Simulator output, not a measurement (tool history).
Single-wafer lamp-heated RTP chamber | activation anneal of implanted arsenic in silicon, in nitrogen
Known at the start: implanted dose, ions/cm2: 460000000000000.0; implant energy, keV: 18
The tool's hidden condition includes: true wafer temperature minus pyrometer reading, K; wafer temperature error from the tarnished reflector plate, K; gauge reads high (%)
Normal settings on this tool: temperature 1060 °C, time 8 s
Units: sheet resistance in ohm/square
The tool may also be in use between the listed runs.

run   hour  temperature  time  wafers since the last listed run  wafers since the last pyrometer calibration  wafers since the reflector plate was cleaned  hours since the gauge calibration  read-back reference wafer on the same gauge, sheet resistance  sheet resistance
  1    0.0         1060     8                                 0                                         3260                                         11986                              409.0                                                         256.18            214.95
  2   20.9         1060     8                               448                                         3709                                         12435                              429.9                                                         255.88            213.80
  3   55.4         1060     8                               741                                         4450                                         13176                              464.4                                                         256.14            213.48
      69.5  -- reflector plate cleaned
  4   85.2         1060     8                               468                                         4918                                           337                              494.2                                                         255.91            213.90
  5   99.8         1060     8                               313                                         5231                                           651                              508.8                                                         255.94            213.84
  6  130.5         1060     5                               659                                         5891                                          1310                              539.5                                                         256.02            217.78
  7  164.1         1060     5                               721                                         6613                                          2032                              573.1                                                         256.09            217.21
  8  187.7         1060     5                               506                                         7119                                          2539                              596.7                                                         256.07            217.24
  9  218.0         1060     6                               650                                         7770                                          3190                              627.0                                                         255.89            214.49
     238.2  -- pyrometer window cleaned and pyrometer calibrated
 10  239.8         1060     6                               296                                           35                                          3486                              648.8                                                         255.93            217.07
 11  259.9         1060     8                               431                                          467                                          3918                              668.9                                                         256.11            215.44
 12  288.9         1060     8                               622                                         1089                                          4541                              697.9                                                         256.03            214.63
 13  324.3         1060     8                               760                                         1850                                          5301                              733.3                                                         255.78            214.44
     329.3  -- gauge calibrated
 14  342.9         1060     8                               399                                         2249                                          5701                               13.6                                                         256.15            214.87
 15  377.4         1049     8                               741                                         2990                                          6442                               48.1                                                         256.28            216.68
 16  444.5         1049     8                              1441                                         4431                                          7883                              115.2                                                         256.06            216.06
 17  477.9         1060     8                               717                                         5149                                          8600                              148.6                                                         256.11            214.02
 18  505.2         1044     6                               586                                         5735                                          9187                              175.9                                                         255.92            219.01
 19  547.0         1060     8                               897                                         6633                                         10084                              217.7                                                         256.10            214.10
 20  576.3         1033    10                               629                                         7262                                         10714                              247.0                                                         256.01            215.79
 21  593.0         1060     8                               358                                         7621                                         11072                              263.7                                                         255.95            212.82
 22  640.4         1060    10                              1018                                         8639                                         12090                              311.1                                                         255.87            210.96
     653.3  -- pyrometer window cleaned and pyrometer calibrated
 23  660.1         1060    12                               251                                          146                                         12342                              330.8                                                         255.91            212.64
     683.8  -- reflector plate cleaned
 24  684.3         1047    10                               347                                          494                                            11                              355.0                                                         255.97            215.53
 25  708.2         1060     8                               513                                         1007                                           524                              378.9                                                         255.98            214.45
 26  724.4         1051     8                               347                                         1355                                           872                              395.1                                                         256.02            216.41
 27  738.3         1086     8                               298                                         1654                                          1170                              409.0                                                         255.99            210.24
 28  767.0         1049     5                               616                                         2270                                          1787                              437.7                                                         256.06            218.97
 29  789.0         1060    10                               472                                         2743                                          2259                              459.7                                                         256.18            213.32
 30  846.3         1060     4                              1230                                         3973                                          3490                              517.0                                                         255.83            218.81
 31  878.1         1034     8                               683                                         4656                                          4173                              548.8                                                         256.22            218.19
 32  891.9         1085     8                               296                                         4953                                          4469                              562.6                                                         256.12            209.45
 33  906.2         1075     5                               307                                         5260                                          4777                              576.9                                                         256.19            215.84
 34  929.6         1060     8                               502                                         5763                                          5279                              600.3                                                         255.95            214.01

Branching from run 34: 3 alternative next runs. What would each branch give?
  A  930.0         1082     8                                 8                                         5771                                          5288                              600.7                                                              ?                 ?
  B  930.0         1079    12                                 8                                         5771                                          5288                              600.7                                                              ?                 ?
  C  930.0         1039     8                                 8                                         5771                                          5288                              600.7                                                              ?                 ?

run  read-back reference wafer on the same gauge, sheet resistance  sheet resistance
  A                                                         255.79            209.41
  B                                                         255.79            206.24
  C                                                         255.79            216.75
Without the tool's unlogged condition, the same runs would have read:
run  sheet resistance
  A            211.44
  B            208.46
  C            218.10
